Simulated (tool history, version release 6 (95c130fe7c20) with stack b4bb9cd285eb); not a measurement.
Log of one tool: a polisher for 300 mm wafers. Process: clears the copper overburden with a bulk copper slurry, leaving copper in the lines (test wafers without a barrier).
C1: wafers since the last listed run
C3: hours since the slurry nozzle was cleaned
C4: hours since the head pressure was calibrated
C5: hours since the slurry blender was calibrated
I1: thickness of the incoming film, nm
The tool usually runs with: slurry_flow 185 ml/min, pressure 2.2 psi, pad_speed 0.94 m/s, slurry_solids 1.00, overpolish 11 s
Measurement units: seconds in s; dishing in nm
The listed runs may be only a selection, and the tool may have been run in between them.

Run 1, day 0.000: usual settings but pressure 2.7 psi; C1 0; wafers polished on this pad 903; C3 532.1; C4 1324.7; C5 181.7; I1 1019.8. Result: seconds 132.2 s, dishing 40.6 nm.
At day 0.712: slurry nozzle cleaned.
Run 2, day 1.121: usual settings but pressure 2.7 psi; C1 140; wafers polished on this pad 1043; C3 9.8; C4 1351.6; C5 208.6; I1 1031.9. Result: seconds 127.2 s, dishing 43.9 nm.
At day 2.546: worn pad replaced by a new one.
Run 3, day 2.567: usual settings but overpolish 6 s; C1 166; wafers polished on this pad 2; C3 44.5; C4 1386.3; C5 243.3; I1 1004.8. Result: seconds 143.9 s, dishing 24.4 nm.
At day 3.250: head pressure recalibrated.
Run 4, day 3.758: usual settings but overpolish 6 s; C1 144; wafers polished on this pad 147; C3 73.1; C4 12.2; C5 271.9; I1 1017.3. Result: seconds 139.1 s, dishing 24.6 nm.
At day 4.558: slurry blender recalibrated.
Run 5, day 4.579: usual settings but slurry_flow 235 ml/min; C1 95; wafers polished on this pad 242; C3 92.8; C4 31.9; C5 0.5; I1 1008.6. Result: seconds 137.6 s, dishing 38.1 nm.
Run 6, day 5.100: usual settings but slurry_flow 235 ml/min; C1 67; wafers polished on this pad 310; C3 105.3; C4 44.4; C5 13.0; I1 1020.4. Result: seconds 144.1 s, dishing 38.9 nm.
Run 7, day 5.879: usual settings but slurry_flow 235 ml/min; C1 101; wafers polished on this pad 412; C3 124.0; C4 63.1; C5 31.7; I1 1037.2. Result: seconds 143.5 s, dishing 38.0 nm.
Run 8, day 6.808: usual settings; C1 120; wafers polished on this pad 533; C3 146.3; C4 85.4; C5 54.0; I1 1034.3. Result: seconds 147.3 s, dishing 37.5 nm.
Run 9, day 7.904: usual settings but slurry_flow 235 ml/min; C1 142; wafers polished on this pad 675; C3 172.6; C4 111.7; C5 80.3; I1 1023.3. Result: seconds 138.5 s, dishing 39.1 nm.
Run 10, day 8.492: usual settings but pad_speed 0.70 m/s, slurry_solids 0.85; C1 76; wafers polished on this pad 752; C3 186.7; C4 125.8; C5 94.4; I1 1016.3. Result: seconds 205.3 s, dishing 30.2 nm.
Run 11, day 9.367: usual settings but pad_speed 0.84 m/s; C1 113; wafers polished on this pad 865; C3 207.7; C4 146.8; C5 115.4; I1 1030.1. Result: seconds 167.2 s, dishing 35.2 nm.
Run 12, day 10.642: usual settings but pressure 2.0 psi, pad_speed 0.82 m/s, slurry_solids 0.85, overpolish 8 s; C1 165; wafers polished on this pad 1031; C3 238.3; C4 177.4; C5 146.0; I1 1024.1. Result: seconds 193.4 s, dishing 25.0 nm.
Run 13, day 11.658: usual settings but pressure 2.8 psi, overpolish 7 s; C1 132; wafers polished on this pad 1164; C3 262.7; C4 201.8; C5 170.4; I1 1031.6. Result: seconds 121.2 s, dishing 32.0 nm.
At day 12.058: worn pad replaced by a new one.
Run 14, day 13.121: usual settings but slurry_flow 235 ml/min; C1 168; wafers polished on this pad 138; C3 297.8; C4 236.9; C5 205.5; I1 1005.2. Result: seconds 143.7 s, dishing 38.5 nm.
Run 15, day 13.988: usual settings but pad_speed 1.12 m/s; C1 112; wafers polished on this pad 251; C3 318.6; C4 257.7; C5 226.3; I1 1011.4. Result: seconds 121.4 s, dishing 41.4 nm.
Run 16, day 14.712: usual settings; C1 94; wafers polished on this pad 345; C3 336.0; C4 275.1; C5 243.7; I1 1017.5. Result: seconds 142.1 s, dishing 38.6 nm.
At day 15.742: slurry blender recalibrated.
Run 17, day 16.896: usual settings but pressure 2.8 psi, pad_speed 0.68 m/s, slurry_solids 0.85, overpolish 6 s; C1 273; wafers polished on this pad 618; C3 388.4; C4 327.5; C5 27.7; I1 1027.0. Result: seconds 174.1 s, dishing 21.5 nm.
Run 18, day 17.504: usual settings but pad_speed 0.80 m/s; C1 79; wafers polished on this pad 697; C3 403.0; C4 342.1; C5 42.3; I1 1023.3. Result: seconds 179.5 s, dishing 32.9 nm.
Run 19, day 18.812: usual settings but pad_speed 1.22 m/s, overpolish 16 s; C1 170; wafers polished on this pad 868; C3 434.4; C4 373.5; C5 73.7; I1 1039.1. Result: seconds 117.1 s, dishing 51.8 nm.
Run 20, day 19.654: usual settings but slurry_flow 225 ml/min, pressure 2.8 psi, overpolish 8 s; C1 109; wafers polished on this pad 977; C3 454.6; C4 393.7; C5 93.9; I1 1028.0. Result: seconds 123.3 s, dishing 35.5 nm.
Run 21, day 20.496: usual settings but slurry_flow 135 ml/min, slurry_solids 0.80, overpolish 16 s; C1 109; wafers polished on this pad 1087; C3 474.8; C4 413.9; C5 114.1; I1 1027.3. Result: seconds 175.7 s, dishing 42.2 nm.
At day 21.404: slurry nozzle cleaned.
Run 22, day 22.108: usual settings; C1 204; wafers polished on this pad 1291; C3 16.9; C4 452.6; C5 152.8; I1 1020.4. Result: seconds 141.9 s, dishing 38.0 nm.
At day 22.417: worn pad replaced by a new one.
Run 23, day 23.088: usual settings but slurry_flow 150 ml/min, pressure 1.9 psi; C1 105; wafers polished on this pad 87; C3 40.4; C4 476.1; C5 176.3; I1 1015.4. Result: seconds 170.0 s, dishing 34.7 nm.
Run 24, day 26.121: usual settings; C1 394; wafers polished on this pad 481; C3 113.2; C4 548.9; C5 249.1; I1 1024.6. Result: seconds 146.1 s, dishing 38.8 nm.
Run 25, day 27.571: usual settings but slurry_flow 220 ml/min; C1 188; wafers polished on this pad 670; C3 148.0; C4 583.7; C5 283.9; I1 1023.4. Result: seconds 144.5 s, dishing 38.0 nm.
At day 28.775: slurry blender recalibrated.
Run 26, day 28.962: usual settings; C1 170; wafers polished on this pad 840; C3 181.4; C4 617.1; C5 4.5; I1 1033.5. Result: seconds 146.7 s, dishing 36.6 nm.
Run 27, day 29.750: usual settings but slurry_flow 130 ml/min, pressure 1.7 psi; C1 102; wafers polished on this pad 943; C3 200.3; C4 636.0; C5 23.4; I1 1007.2. Result: seconds 191.4 s, dishing 30.9 nm.
Run 28, day 30.342: usual settings; C1 76; wafers polished on this pad 1020; C3 214.5; C4 650.2; C5 37.6; I1 1028.1. Result: seconds 148.0 s, dishing 38.4 nm.
Run 29, day 30.912: usual settings but slurry_solids 0.85; C1 74; wafers polished on this pad 1094; C3 228.2; C4 663.9; C5 51.3; I1 1026.7. Result: seconds 155.9 s, dishing 36.1 nm.

3 options for the next run, each taken on its own from the tool as it stands now. Forecast them:
Run A, day 30.933: usual settings; C1 2; wafers polished on this pad 1097; C3 228.7; C4 664.4; C5 51.8; I1 1034.5. Result: seconds ?, dishing ?.
Run B, day 30.933: usual settings but slurry_flow 250 ml/min; C1 2; wafers polished on this pad 1097; C3 228.7; C4 664.4; C5 51.8; I1 1034.5. Result: seconds ?, dishing ?.
Run C, day 30.933: usual settings but pressure 1.8 psi; C1 2; wafers polished on this pad 1097; C3 228.7; C4 664.4; C5 51.8; I1 1034.5. Result: seconds ?, dishing ?.

run  seconds  dishing
  A    151.1     37.6
  B    145.6     38.5
  C    179.1     33.1
Had the tool no hidden state, the same runs would have come out as:
run  seconds  dishing
  A    148.7     38.0
  B    143.8     38.8
  C    176.3     33.5
